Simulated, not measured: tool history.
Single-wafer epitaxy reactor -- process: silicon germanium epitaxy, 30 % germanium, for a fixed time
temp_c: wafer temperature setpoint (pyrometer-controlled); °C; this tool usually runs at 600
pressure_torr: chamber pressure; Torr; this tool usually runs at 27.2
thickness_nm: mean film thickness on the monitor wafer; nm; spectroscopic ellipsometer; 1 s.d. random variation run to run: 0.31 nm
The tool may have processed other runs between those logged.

run,hour,temp_c,pressure_torr,wafers since the last listed run,hours since the last pyrometer calibration,hours since the last manometer calibration,hours since the showerhead was replaced,hours since the gauge calibration,"read-back reference wafer on the same gauge, thickness_nm",thickness_nm
1,0.0,600,27.2,0,405.1,1095.0,2147.4,453.3,63.893,61.070
2,48.0,600,27.2,739,453.1,1143.0,2195.4,501.3,64.009,61.798
3,153.1,600,27.2,1619,558.2,1248.1,2300.5,606.4,63.950,61.702
# hour 193.3: capacitance manometer re-zeroed and calibrated
4,255.8,600,24.7,1458,660.9,62.5,2403.2,709.1,64.013,58.441
5,306.7,600,24.7,784,711.8,113.4,2454.1,760.0,64.006,58.615
6,349.8,600,24.7,663,754.9,156.5,2497.2,803.1,64.005,59.005
7,457.1,593,31.5,1653,862.2,263.8,2604.5,910.4,64.027,58.142
8,548.2,593,31.5,1403,953.3,354.9,2695.6,1001.5,63.910,58.433
9,645.2,610,27.2,1494,1050.3,451.9,2792.6,1098.5,64.003,73.503
10,682.8,610,27.2,579,1087.9,489.5,2830.2,1136.1,64.061,73.455
# hour 701.1: pyrometer calibrated
11,737.8,611,27.2,724,36.7,544.5,2885.2,1191.1,64.002,73.650
12,797.9,600,27.2,925,96.8,604.6,2945.3,1251.2,63.987,61.221
13,875.2,600,27.2,1190,174.1,681.9,3022.6,1328.5,63.941,61.164
# hour 931.2: gauge calibrated
14,956.2,588,30.2,1247,255.1,762.9,3103.6,25.0,63.991,51.761
15,1022.3,593,25.4,1018,321.2,829.0,3169.7,91.1,63.958,52.185
# hour 1045.4: showerhead replaced
16,1125.3,600,27.2,1463,424.2,932.0,79.9,194.1,64.020,61.806
17,1208.0,587,20.5,1274,506.9,1014.7,162.6,276.8,63.983,41.845
18,1246.6,590,27.2,594,545.5,1053.3,201.2,315.4,64.002,51.283
# hour 1273.0: capacitance manometer re-zeroed and calibrated
19,1332.4,614,24.9,1198,631.3,59.4,287.0,401.2,64.043,75.250
20,1371.1,613,21.2,596,670.0,98.1,325.7,439.9,64.065,67.505
21,1437.9,596,27.2,1029,736.8,164.9,392.5,506.7,63.996,57.432
22,1476.2,587,22.1,590,775.1,203.2,430.8,545.0,64.030,43.429
23,1545.7,607,33.5,1070,844.6,272.7,500.3,614.5,63.948,77.859
24,1649.7,600,27.2,1602,948.6,376.7,604.3,718.5,64.003,61.026

Hidden condition of the tool, last listed run before each entry between runs versus first listed run after:
Runs 3 to 4: capacitance manometer re-zeroed and calibrated (hour 193.3)
  both runs share identical hidden conditions
Runs 10 to 11: pyrometer calibrated (hour 701.1)
  both runs share identical hidden conditions
Runs 13 to 14: gauge calibrated (hour 931.2)
  both runs share identical hidden conditions
Runs 15 to 16: showerhead replaced (hour 1045.4)
  both runs share identical hidden conditions
Runs 18 to 19: capacitance manometer re-zeroed and calibrated (hour 1273.0)
  both runs share identical hidden conditions

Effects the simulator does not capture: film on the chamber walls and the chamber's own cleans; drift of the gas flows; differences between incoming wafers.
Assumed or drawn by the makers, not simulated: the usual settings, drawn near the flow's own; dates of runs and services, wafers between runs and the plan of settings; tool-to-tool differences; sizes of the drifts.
